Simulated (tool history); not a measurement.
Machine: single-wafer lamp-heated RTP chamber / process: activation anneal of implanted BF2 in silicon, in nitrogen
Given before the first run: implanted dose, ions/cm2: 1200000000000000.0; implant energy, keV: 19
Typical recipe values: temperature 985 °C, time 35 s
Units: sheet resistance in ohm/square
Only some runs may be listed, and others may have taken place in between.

run    hour  temperature  time  read-back reference wafer on the same gauge, sheet resistance  sheet resistance
  1     0.0          985    35                                                         221.04            184.74
  2    73.3          985    35                                                         220.97            183.84
  3   170.0          985    35                                                         221.01            181.31
      253.5  -- reflector plate cleaned
  4   263.8         1007    35                                                         221.12            150.38
  5   326.0          985    35                                                         220.92            179.45
  6   408.0          985    35                                                         220.82            176.39
      434.2  -- pyrometer window cleaned and pyrometer calibrated
  7   475.7          985    35                                                         220.89            168.33
  8   536.5          985    35                                                         220.87            167.55
  9   624.0          985    35                                                         221.01            165.91
      786.1  -- pyrometer window cleaned and pyrometer calibrated, repeated, since the last time left the tool worse
 10   818.3          985    35                                                         221.12            186.02
      830.1  -- reflector plate cleaned
      841.0  -- gauge calibrated
 11   874.0         1004    35                                                         221.00            156.47
 12   966.2         1004    35                                                         221.05            155.25
 13  1026.1         1004    35                                                         220.73            155.01
 14  1109.8          975    35                                                         221.04            197.09
 15  1161.5          975    35                                                         221.09            195.31
 16  1223.5          985    35                                                         221.14            176.94
 17  1284.7          985    35                                                         220.90            176.56
 18  1371.0          985    35                                                         220.78            175.95
     1417.5  -- pyrometer window cleaned and pyrometer calibrated
 19  1424.0          967    29                                                         221.17            222.57
     1454.9  -- reflector plate cleaned
 20  1499.1          996    46                                                         221.07            158.02
 21  1540.2          985    35                                                         221.15            183.00
 22  1627.4          985    35                                                         220.97            182.04
 23  1726.3         1012    56                                                         220.82            135.23
 24  1768.7          985    47                                                         220.90            169.21
 25  1864.1         1001    45                                                         220.89            148.71
 26  1961.7          958    56                                                         221.08            206.47
 27  2030.8          985    35                                                         220.95            175.60
     2039.9  -- pyrometer window cleaned and pyrometer calibrated
     2081.1  -- reflector plate cleaned
 28  2128.9         1007    35                                                         221.00            153.68
 29  2211.1         1013    54                                                         221.12            137.23
 30  2273.8         1004    35                                                         220.81            155.01
 31  2334.7         1011    43                                                         220.70            142.39
 32  2396.7          985    26                                                         220.96            190.44
 33  2497.4          999    18                                                         221.00            179.30
 34  2572.2          985    35                                                         221.14            178.61
     2607.5  -- reflector plate cleaned
     2608.2  -- pyrometer window cleaned and pyrometer calibrated
 35  2614.2          975    44                                                         220.84            197.85
 36  2658.9          998    23                                                         221.03            180.16
 37  2749.4          985    52                                                         221.11            170.75

Here are 3 independent what-if runs from the current tool condition. What would each one return?
  A  2749.8          985    35                                                              ?                 ?
  B  2749.8          963    42                                                              ?                 ?
  C  2749.8          985    46                                                              ?                 ?

run  read-back reference wafer on the same gauge, sheet resistance  sheet resistance
  A                                                         220.76            184.76
  B                                                         220.76            218.04
  C                                                         220.76            175.22
The same runs, with their run-to-run variation unchanged, on a tool lacking any hidden condition would have given:
run  sheet resistance
  A            187.89
  B            221.78
  C            178.25
